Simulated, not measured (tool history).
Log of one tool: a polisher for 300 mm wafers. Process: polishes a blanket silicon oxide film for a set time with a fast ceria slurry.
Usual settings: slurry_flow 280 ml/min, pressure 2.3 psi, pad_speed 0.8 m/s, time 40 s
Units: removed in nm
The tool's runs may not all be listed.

| run | hour | slurry_flow | pressure | pad_speed | time | wafers since the last listed run | wafers polished on this pad | hours since the slurry nozzle was cleaned | hours since the head pressure was calibrated | incoming thickness of the incoming film, nm | removed |
|---|---|---|---|---|---|---|---|---|---|---|---|
| 1 | 0 | 280 | 2.3 | 0.8 | 40 | 0 | 117 | 525.4 | 1375 | 3238.2 | 351 |
| 2 | 37.2 | 280 | 2.3 | 0.8 | 40 | 281 | 398 | 562.6 | 1412.2 | 3281.1 | 337.1 |
| 3 | 44.7 | 280 | 2.3 | 0.8 | 40 | 56 | 455 | 570.1 | 1419.7 | 3205.4 | 335.4 |
| 4 | 58.9 | 280 | 2.3 | 0.86 | 35 | 107 | 562 | 584.3 | 1433.9 | 3233.4 | 309.6 |
| 5 | 67.5 | 280 | 2.3 | 0.86 | 35 | 64 | 627 | 592.9 | 1442.5 | 3232.5 | 317.4 |
| 6 | 80.8 | 280 | 2.3 | 0.8 | 40 | 100 | 727 | 606.2 | 1455.8 | 3246.5 | 332.5 |
| 7 | 90.6 | 280 | 2.9 | 0.8 | 36 | 74 | 801 | 616 | 1465.6 | 3198.6 | 370.6 |
|  | 95.6 | worn pad replaced by a new one |
| 8 | 103.4 | 280 | 2.3 | 0.8 | 40 | 66 | 59 | 628.8 | 1478.4 | 3207.4 | 316.6 |
| 9 | 112.6 | 280 | 2.3 | 0.8 | 40 | 69 | 128 | 638 | 1487.6 | 3239.3 | 299.8 |
| 10 | 129.2 | 280 | 2.3 | 0.8 | 40 | 125 | 254 | 654.6 | 1504.2 | 3181.6 | 305.3 |
| 11 | 136.3 | 280 | 2.3 | 0.8 | 40 | 53 | 307 | 661.7 | 1511.3 | 3229.3 | 306.1 |
|  | 144.5 | head pressure recalibrated |
| 12 | 153.4 | 280 | 2.3 | 0.8 | 40 | 114 | 421 | 678.8 | 8.9 | 3167.7 | 296.6 |
| 13 | 162 | 280 | 2.3 | 0.8 | 40 | 64 | 486 | 687.4 | 17.5 | 3166.6 | 295.2 |
|  | 167.7 | worn pad replaced by a new one, repeated, since the last time left the tool worse |
| 14 | 175.3 | 280 | 2.7 | 0.72 | 40 | 70 | 57 | 700.7 | 30.8 | 3222.2 | 365 |
| 15 | 184.9 | 280 | 2.3 | 0.8 | 40 | 72 | 129 | 710.3 | 40.4 | 3231.4 | 346 |
|  | 190 | slurry nozzle cleaned |
| 16 | 191.1 | 280 | 2.3 | 1 | 40 | 39 | 169 | 1.1 | 46.6 | 3255.1 | 433.3 |
| 17 | 199.2 | 280 | 2.3 | 0.8 | 46 | 61 | 230 | 9.2 | 54.7 | 3150.3 | 394.7 |
| 18 | 215.2 | 230 | 2.3 | 1.02 | 50 | 120 | 351 | 25.2 | 70.7 | 3145.6 | 511 |
| 19 | 225.7 | 220 | 3 | 0.72 | 51 | 79 | 430 | 35.7 | 81.2 | 3219.5 | 488.4 |
| 20 | 236.3 | 280 | 2.3 | 0.8 | 40 | 80 | 510 | 46.3 | 91.8 | 3207.8 | 322.2 |

Forecast run 21:
| 21 | 244.2 | 280 | 2.3 | 0.8 | 40 | 59 | 570 | 54.2 | 99.7 | 3224.5 | ? |

removed: 331.4 nm
Without the tool's hidden state the same run would have given removed 350.8 nm.
